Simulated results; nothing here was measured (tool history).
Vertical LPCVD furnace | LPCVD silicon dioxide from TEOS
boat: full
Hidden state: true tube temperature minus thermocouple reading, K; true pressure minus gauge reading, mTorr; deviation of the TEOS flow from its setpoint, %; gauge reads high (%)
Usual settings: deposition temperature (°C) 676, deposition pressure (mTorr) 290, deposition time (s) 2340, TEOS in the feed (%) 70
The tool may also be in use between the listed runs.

run    hour  deposition temperature (°C)  deposition pressure (mTorr)  deposition time (s)  TEOS in the feed (%)  wafers since the last listed run  hours since the last temperature calibration  hours since the pressure gauge was zeroed  hours since the TEOS flow controller was replaced  hours since the gauge calibration  read-back reference wafer on the same gauge, thickness  film thickness on the monitor wafer in the middle of the boat (nm)
  1       0                          676                          290                 2340                    70                                 0                                        2956.3                                     3852.5                                             5824.4                              175.2                                                  147.95                                                              167.58
  2   183.6                          676                          290                 2340                    70                              4418                                        3139.9                                     4036.1                                               6008                              358.8                                                     148                                                              167.53
  3   212.2                          676                          265                 2340                    63                               688                                        3168.5                                     4064.7                                             6036.6                              387.4                                                  148.22                                                              152.27
  4   239.8                          676                          265                 2340                    63                               664                                        3196.1                                     4092.3                                             6064.2                                415                                                  147.86                                                              152.28
  5   303.4                          676                          265                 2340                    63                              1530                                        3259.7                                     4155.9                                             6127.8                              478.6                                                  148.08                                                              152.76
  6     332                          685                          290                 2340                    70                               688                                        3288.3                                     4184.5                                             6156.4                              507.2                                                  147.97                                                              209.53
        366  -- pressure gauge zeroed
      385.5  -- thermocouples replaced and temperature profile calibrated
  7     386                          685                          290                 2340                    70                               252                                           0.5                                         20                                             6210.4                              561.2                                                  148.11                                                              200.81
  8   432.5                          685                          290                 2340                    70                              1118                                            47                                       66.5                                             6256.9                              607.7                                                  147.96                                                              201.58
  9   503.5                          676                          290                 2340                    70                              1708                                           118                                      137.5                                             6327.9                              678.7                                                   147.9                                                              161.48
 10   554.1                          676                          290                 2340                    70                              1217                                         168.6                                      188.1                                             6378.5                              729.3                                                  148.02                                                              160.64
 11   603.1                          683                          290                 2340                    70                              1179                                         217.6                                      237.1                                             6427.5                              778.3                                                  147.91                                                              191.85
 12   643.2                          676                          290                 2340                    70                               964                                         257.7                                      277.2                                             6467.6                              818.4                                                  147.96                                                              161.94
 13   711.8                          676                          290                 2700                    70                              1650                                         326.3                                      345.8                                             6536.2                                887                                                   147.9                                                              186.46
 14   765.3                          676                          290                 1740                    78                              1287                                         379.8                                      399.3                                             6589.7                              940.5                                                     148                                                              127.46
 15   820.3                          671                          290                 3210                    70                              1323                                         434.8                                      454.3                                             6644.7                              995.5                                                  147.99                                                              196.48
 16     852                          676                          325                 2340                    80                               762                                         466.5                                        486                                             6676.4                             1027.2                                                  147.97                                                              183.05
 17   911.9                          676                          290                 2340                    70                              1441                                         526.4                                      545.9                                             6736.3                             1087.1                                                  147.94                                                              162.15
 18   972.7                          676                          290                 2340                    70                              1463                                         587.2                                      606.7                                             6797.1                             1147.9                                                  148.02                                                              161.83
 19  1017.9                          668                          290                 2340                    70                              1087                                         632.4                                      651.9                                             6842.3                             1193.1                                                  147.87                                                              132.61
 20  1073.6                          676                          290                 2340                    70                              1340                                         688.1                                      707.6                                               6898                             1248.8                                                  147.99                                                              162.37
 21  1104.5                          676                          290                 2340                    70                               743                                           719                                      738.5                                             6928.9                             1279.7                                                  148.03                                                              161.47
     1199.6  -- gauge calibrated
     1201.2  -- TEOS flow controller replaced
 22  1285.7                          666                          290                 2340                    70                              3782                                         900.2                                      919.7                                               84.5                               86.1                                                     148                                                              126.61
 23  1352.3                          679                          360                 1770                    77                              1602                                         966.8                                      986.3                                              151.1                              152.7                                                  147.99                                                              154.39
 24  1421.9                          676                          265                 2340                    63                              1674                                        1036.4                                     1055.9                                              220.7                              222.3                                                  147.87                                                              147.67
 25  1485.1                          676                          290                 2340                    70                              1520                                        1099.6                                     1119.1                                              283.9                              285.5                                                  148.06                                                              162.55
 26    1549                          676                          290                 2340                    70                              1537                                        1163.5                                       1183                                              347.8                              349.4                                                  148.13                                                              163.18
 27  1605.2                          676                          290                 1920                    57                              1352                                        1219.7                                     1239.2                                                404                              405.6                                                  147.81                                                               120.4
 28  1660.1                          666                          230                 2610                    76                              1321                                        1274.6                                     1294.1                                              458.9                              460.5                                                  147.88                                                              131.87
 29  1799.1                          676                          330                 2010                    70                              3344                                        1413.6                                     1433.1                                              597.9                              599.5                                                  147.95                                                              149.34
 30  1852.5                          676                          290                 1500                    65                              1285                                          1467                                     1486.5                                              651.3                              652.9                                                  148.17                                                              100.67
 31  1883.4                          676                          290                 2340                    66                               743                                        1497.9                                     1517.4                                              682.2                              683.8                                                  148.02                                                              158.85

The tool's hidden state at each run:
deviation of the TEOS flow from its setpoint, %: 0 in every run
gauge reads high (%): 0 in every run
H1: true tube temperature minus thermocouple reading, K
H2: true pressure minus gauge reading, mTorr
run     H1       H2
  1  0.789       10
  2  0.884     10.5
  3  0.899     10.6
  4  0.914     10.7
  5  0.949     10.8
  6  0.964     10.9
  7  0.136    -1.32
  8  0.136    -1.19
  9  0.137    -1.01
 10  0.138   -0.873
 11   0.14   -0.744
 12  0.141   -0.638
 13  0.145   -0.457
 14  0.148   -0.316
 15  0.152   -0.171
 16  0.154  -0.0877
 17  0.159   0.0702
 18  0.165     0.23
 19  0.169     0.35
 20  0.176    0.496
 21  0.179    0.578
 22  0.204     1.06
 23  0.215     1.23
 24  0.226     1.41
 25  0.238     1.58
 26   0.25     1.75
 27  0.261      1.9
 28  0.273     2.04
 29  0.305     2.41
 30  0.318     2.55
 31  0.325     2.63

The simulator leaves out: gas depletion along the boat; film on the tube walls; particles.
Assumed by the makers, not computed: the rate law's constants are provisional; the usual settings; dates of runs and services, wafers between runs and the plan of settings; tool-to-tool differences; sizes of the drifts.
